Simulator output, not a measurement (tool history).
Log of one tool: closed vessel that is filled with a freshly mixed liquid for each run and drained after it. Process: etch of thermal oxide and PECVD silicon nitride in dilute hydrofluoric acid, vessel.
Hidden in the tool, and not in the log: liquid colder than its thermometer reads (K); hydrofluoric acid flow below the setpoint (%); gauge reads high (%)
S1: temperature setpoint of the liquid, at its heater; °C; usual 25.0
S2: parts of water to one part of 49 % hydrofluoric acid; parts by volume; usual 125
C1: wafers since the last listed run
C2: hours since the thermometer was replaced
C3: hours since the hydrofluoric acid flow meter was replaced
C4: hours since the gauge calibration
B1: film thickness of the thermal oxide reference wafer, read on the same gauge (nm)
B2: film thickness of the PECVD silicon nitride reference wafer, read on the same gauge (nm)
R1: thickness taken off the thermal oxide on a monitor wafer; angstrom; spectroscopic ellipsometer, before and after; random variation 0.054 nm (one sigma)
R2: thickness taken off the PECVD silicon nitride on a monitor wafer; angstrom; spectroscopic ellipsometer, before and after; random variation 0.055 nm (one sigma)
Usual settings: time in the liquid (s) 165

run 1 hour=0.0 | S1=25.0 S2=80 time_in_the_liquid_(s)=165 | C1=0 C2=1262.8 C3=37.1 C4=116.5 | B1=110.07 B2=40.02 | R1=101.5 R2=77.2
-- hour=6.3 thermometer replaced
run 2 hour=33.3 | S1=25.0 S2=125 time_in_the_liquid_(s)=165 | C1=3865 C2=27.0 C3=70.4 C4=149.8 | B1=110.00 B2=39.99 | R1=68.0 R2=57.8
run 3 hour=71.8 | S1=25.0 S2=125 time_in_the_liquid_(s)=165 | C1=4607 C2=65.5 C3=108.9 C4=188.3 | B1=110.01 B2=40.01 | R1=67.8 R2=57.8
run 4 hour=116.3 | S1=25.0 S2=125 time_in_the_liquid_(s)=165 | C1=5325 C2=110.0 C3=153.4 C4=232.8 | B1=110.02 B2=39.99 | R1=67.8 R2=57.6
run 5 hour=183.2 | S1=25.0 S2=125 time_in_the_liquid_(s)=165 | C1=8006 C2=176.9 C3=220.3 C4=299.7 | B1=110.00 B2=39.95 | R1=67.2 R2=57.0
run 6 hour=236.5 | S1=25.0 S2=125 time_in_the_liquid_(s)=165 | C1=6378 C2=230.2 C3=273.6 C4=353.0 | B1=110.03 B2=40.01 | R1=67.1 R2=56.9
run 7 hour=270.0 | S1=25.0 S2=125 time_in_the_liquid_(s)=165 | C1=4008 C2=263.7 C3=307.1 C4=386.5 | B1=110.03 B2=40.03 | R1=66.2 R2=56.0
run 8 hour=300.7 | S1=22.0 S2=95 time_in_the_liquid_(s)=140 | C1=3673 C2=294.4 C3=337.8 C4=417.2 | B1=110.04 B2=40.00 | R1=68.1 R2=51.3
run 9 hour=357.9 | S1=23.5 S2=125 time_in_the_liquid_(s)=255 | C1=6845 C2=351.6 C3=395.0 C4=474.4 | B1=110.01 B2=40.00 | R1=97.8 R2=76.6
run 10 hour=389.3 | S1=25.0 S2=125 time_in_the_liquid_(s)=165 | C1=3757 C2=383.0 C3=426.4 C4=505.8 | B1=109.98 B2=39.97 | R1=66.1 R2=55.9
run 11 hour=443.8 | S1=27.0 S2=125 time_in_the_liquid_(s)=220 | C1=6522 C2=437.5 C3=480.9 C4=560.3 | B1=110.01 B2=40.02 | R1=95.3 R2=83.3
run 12 hour=484.7 | S1=29.5 S2=125 time_in_the_liquid_(s)=220 | C1=4894 C2=478.4 C3=521.8 C4=601.2 | B1=110.00 B2=40.00 | R1=103.0 R2=96.6
run 13 hour=534.1 | S1=25.0 S2=170 time_in_the_liquid_(s)=260 | C1=5911 C2=527.8 C3=571.2 C4=650.6 | B1=110.00 B2=40.05 | R1=72.2 R2=63.6
run 14 hour=561.6 | S1=20.5 S2=95 time_in_the_liquid_(s)=190 | C1=3290 C2=555.3 C3=598.7 C4=678.1 | B1=110.00 B2=39.98 | R1=85.0 R2=61.9

Run 15 comes next. What will it give?
run 15 hour=599.6 | S1=22.0 S2=165 time_in_the_liquid_(s)=205 | C1=4547 C2=593.3 C3=636.7 C4=716.1 | B1=? B2=? | R1=? R2=?

{"run 15": {"B1": 110.03, "B2": 40.02, "R1": 52.1, "R2": 41.7}}
Without the tool's hidden state the same run would have given R1 54.4 angstrom, R2 44.9 angstrom.
